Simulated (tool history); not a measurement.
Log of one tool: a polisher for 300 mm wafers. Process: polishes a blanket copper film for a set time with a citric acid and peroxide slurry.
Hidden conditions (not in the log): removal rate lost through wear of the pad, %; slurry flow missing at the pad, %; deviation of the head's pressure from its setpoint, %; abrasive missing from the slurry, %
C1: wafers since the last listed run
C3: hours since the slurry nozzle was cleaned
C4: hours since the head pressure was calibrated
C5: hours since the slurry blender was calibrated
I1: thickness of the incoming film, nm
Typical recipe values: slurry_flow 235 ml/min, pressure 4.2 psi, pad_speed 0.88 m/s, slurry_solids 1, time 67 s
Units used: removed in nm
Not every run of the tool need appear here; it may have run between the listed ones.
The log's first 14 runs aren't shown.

At hour 660.4: slurry blender recalibrated.
Run 15, hour 698.7: usual settings but pressure 3.3 psi; C1 526; wafers polished on this pad 2775; C3 235.1; C4 635.2; C5 38.3; I1 525.2. Result: removed 125.5 nm.
Run 16, hour 767.8: usual settings but slurry_solids 0.9; C1 630; wafers polished on this pad 3406; C3 304.2; C4 704.3; C5 107.4; I1 517.9. Result: removed 157.1 nm.
At hour 819.8: worn pad replaced by a new one.
Run 17, hour 838.2: usual settings but pressure 3.5 psi, slurry_solids 1.25, time 45 s; C1 606; wafers polished on this pad 168; C3 374.6; C4 774.7; C5 177.8; I1 526.4. Result: removed 98.7 nm.
Run 18, hour 907.9: usual settings; C1 636; wafers polished on this pad 804; C3 444.3; C4 844.4; C5 247.5; I1 520.8. Result: removed 164.2 nm.
Run 19, hour 951.9: usual settings; C1 401; wafers polished on this pad 1206; C3 488.3; C4 888.4; C5 291.5; I1 522.5. Result: removed 168.8 nm.
At hour 988.4: head pressure recalibrated.
Run 20, hour 1013: usual settings but time 76 s; C1 539; wafers polished on this pad 1745; C3 549.4; C4 24.6; C5 352.6; I1 523.4. Result: removed 175.4 nm.
At hour 1028.1: slurry blender recalibrated.
Run 21, hour 1073.4: usual settings but time 80 s; C1 533; wafers polished on this pad 2278; C3 609.8; C4 85; C5 45.3; I1 526.1. Result: removed 176.8 nm.
Run 22, hour 1102.2: usual settings; C1 262; wafers polished on this pad 2541; C3 638.6; C4 113.8; C5 74.1; I1 517.1. Result: removed 153.8 nm.
Run 23, hour 1154.2: usual settings but slurry_flow 310 ml/min; C1 474; wafers polished on this pad 3015; C3 690.6; C4 165.8; C5 126.1; I1 520.6. Result: removed 157.4 nm.
Run 24, hour 1208.6: usual settings but slurry_flow 185 ml/min, slurry_solids 0.8; C1 496; wafers polished on this pad 3512; C3 745; C4 220.2; C5 180.5; I1 530.6. Result: removed 141.4 nm.
At hour 1218.9: worn pad replaced by a new one.
Run 25, hour 1268.3: usual settings but slurry_solids 1.2, time 48 s; C1 508; wafers polished on this pad 450; C3 804.7; C4 279.9; C5 240.2; I1 528.2. Result: removed 114.9 nm.
Run 26, hour 1304.4: usual settings but slurry_solids 0.75; C1 329; wafers polished on this pad 780; C3 840.8; C4 316; C5 276.3; I1 521.1. Result: removed 140.2 nm.
Run 27, hour 1344.7: usual settings; C1 367; wafers polished on this pad 1148; C3 881.1; C4 356.3; C5 316.6; I1 519.2. Result: removed 152.3 nm.
At hour 1424.3: slurry blender recalibrated.
At hour 1433.1: slurry nozzle cleaned.
Run 28, hour 1546.8: usual settings; C1 1817; wafers polished on this pad 2965; C3 113.7; C4 558.4; C5 122.5; I1 517.7. Result: removed 154.5 nm.
Run 29, hour 1593.7: usual settings but slurry_solids 0.75, time 89 s; C1 428; wafers polished on this pad 3393; C3 160.6; C4 605.3; C5 169.4; I1 521.9. Result: removed 192.6 nm.
At hour 1603.9: worn pad replaced by a new one.
Run 30, hour 1621.4: usual settings; C1 216; wafers polished on this pad 160; C3 188.3; C4 633; C5 197.1; I1 518.6. Result: removed 156.8 nm.

Below are 4 alternative next runs, each starting from the tool's condition after run 30. Predict each:
Run A, hour 1621.9: usual settings; C1 4; wafers polished on this pad 164; C3 188.8; C4 633.5; C5 197.6; I1 520.5. Result: removed ?.
Run B, hour 1621.9: usual settings but slurry_flow 270 ml/min, pressure 5.3 psi; C1 4; wafers polished on this pad 164; C3 188.8; C4 633.5; C5 197.6; I1 520.5. Result: removed ?.
Run C, hour 1621.9: usual settings but pressure 3.8 psi, slurry_solids 1.3; C1 4; wafers polished on this pad 164; C3 188.8; C4 633.5; C5 197.6; I1 520.5. Result: removed ?.
Run D, hour 1621.9: usual settings but slurry_solids 1.1, time 89 s; C1 4; wafers polished on this pad 164; C3 188.8; C4 633.5; C5 197.6; I1 520.5. Result: removed ?.

run  removed
  A    157.2
  B    198.7
  C      154
  D    214.7
With the hidden condition removed and each run's random variation left untouched, the same runs would have given:
run  removed
  A    149.4
  B    188.9
  C    146.4
  D    204.1
